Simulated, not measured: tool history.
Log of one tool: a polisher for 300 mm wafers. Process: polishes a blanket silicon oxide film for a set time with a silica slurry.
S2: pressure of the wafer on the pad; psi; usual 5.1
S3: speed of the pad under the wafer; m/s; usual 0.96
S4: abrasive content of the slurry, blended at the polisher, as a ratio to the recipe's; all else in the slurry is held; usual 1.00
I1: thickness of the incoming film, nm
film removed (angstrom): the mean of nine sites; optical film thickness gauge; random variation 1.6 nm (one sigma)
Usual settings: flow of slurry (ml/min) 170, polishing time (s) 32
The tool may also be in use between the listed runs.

run 1 hour=0.0 | flow_of_slurry_(ml/min)=170 S2=5.1 S3=0.96 S4=1.00 polishing_time_(s)=32 | I1=1048.6 | film_removed_(angstrom)=1095
run 2 hour=12.5 | flow_of_slurry_(ml/min)=170 S2=5.1 S3=0.96 S4=1.00 polishing_time_(s)=32 | I1=1048.8 | film_removed_(angstrom)=1086
run 3 hour=19.1 | flow_of_slurry_(ml/min)=170 S2=5.1 S3=0.96 S4=1.00 polishing_time_(s)=32 | I1=1038.8 | film_removed_(angstrom)=1071
-- hour=33.5 worn pad replaced by a new one
run 4 hour=34.0 | flow_of_slurry_(ml/min)=170 S2=3.8 S3=0.96 S4=1.00 polishing_time_(s)=32 | I1=1049.8 | film_removed_(angstrom)=835
run 5 hour=47.8 | flow_of_slurry_(ml/min)=170 S2=3.8 S3=0.96 S4=1.00 polishing_time_(s)=32 | I1=1043.8 | film_removed_(angstrom)=808
run 6 hour=56.7 | flow_of_slurry_(ml/min)=170 S2=3.8 S3=0.96 S4=1.00 polishing_time_(s)=32 | I1=1065.5 | film_removed_(angstrom)=814
run 7 hour=72.6 | flow_of_slurry_(ml/min)=130 S2=5.1 S3=0.96 S4=1.00 polishing_time_(s)=32 | I1=1052.4 | film_removed_(angstrom)=1036
-- hour=74.2 slurry nozzle cleaned
-- hour=80.8 conditioning disc replaced and pad reconditioned
run 8 hour=84.2 | flow_of_slurry_(ml/min)=170 S2=5.1 S3=0.96 S4=1.00 polishing_time_(s)=32 | I1=1041.0 | film_removed_(angstrom)=1216
-- hour=91.0 head pressure recalibrated
-- hour=94.8 slurry blender recalibrated
-- hour=99.4 worn pad replaced by a new one, of another model than before
run 9 hour=99.9 | flow_of_slurry_(ml/min)=170 S2=5.1 S3=0.96 S4=1.00 polishing_time_(s)=32 | I1=1039.6 | film_removed_(angstrom)=1225
run 10 hour=111.2 | flow_of_slurry_(ml/min)=130 S2=5.1 S3=1.08 S4=1.00 polishing_time_(s)=32 | I1=1037.8 | film_removed_(angstrom)=1270
run 11 hour=128.1 | flow_of_slurry_(ml/min)=150 S2=6.3 S3=1.18 S4=1.00 polishing_time_(s)=36 | I1=1054.9 | film_removed_(angstrom)=1660
run 12 hour=137.1 | flow_of_slurry_(ml/min)=170 S2=5.1 S3=0.96 S4=0.80 polishing_time_(s)=32 | I1=1070.2 | film_removed_(angstrom)=1125
run 13 hour=149.3 | flow_of_slurry_(ml/min)=170 S2=5.1 S3=0.96 S4=1.00 polishing_time_(s)=32 | I1=1046.8 | film_removed_(angstrom)=1191
-- hour=166.9 worn pad replaced by a new one
run 14 hour=172.6 | flow_of_slurry_(ml/min)=135 S2=4.5 S3=0.84 S4=1.00 polishing_time_(s)=32 | I1=1062.3 | film_removed_(angstrom)=1037
run 15 hour=183.3 | flow_of_slurry_(ml/min)=170 S2=5.1 S3=0.96 S4=1.00 polishing_time_(s)=32 | I1=1047.9 | film_removed_(angstrom)=1176
run 16 hour=196.6 | flow_of_slurry_(ml/min)=170 S2=5.1 S3=1.10 S4=1.00 polishing_time_(s)=32 | I1=1053.7 | film_removed_(angstrom)=1281
run 17 hour=206.8 | flow_of_slurry_(ml/min)=170 S2=5.1 S3=0.96 S4=1.25 polishing_time_(s)=32 | I1=1060.7 | film_removed_(angstrom)=1293
run 18 hour=213.4 | flow_of_slurry_(ml/min)=170 S2=5.1 S3=0.96 S4=1.00 polishing_time_(s)=32 | I1=1054.9 | film_removed_(angstrom)=1181

3 ways to go on from here, each from the tool as it stands after run 18. What would each give?
run A hour=213.8 | flow_of_slurry_(ml/min)=170 S2=5.1 S3=0.96 S4=1.00 polishing_time_(s)=32 | I1=1051.0 | film_removed_(angstrom)=?
run B hour=213.8 | flow_of_slurry_(ml/min)=170 S2=6.5 S3=0.96 S4=0.75 polishing_time_(s)=32 | I1=1051.0 | film_removed_(angstrom)=?
run C hour=213.8 | flow_of_slurry_(ml/min)=170 S2=6.0 S3=1.28 S4=1.25 polishing_time_(s)=35 | I1=1051.0 | film_removed_(angstrom)=?

run=A film_removed_(angstrom)=1203
run=B film_removed_(angstrom)=1307
run=C film_removed_(angstrom)=1752
Without the tool's hidden state the same runs would have given:
run=A film_removed_(angstrom)=1279
run=B film_removed_(angstrom)=1405
run=C film_removed_(angstrom)=1895
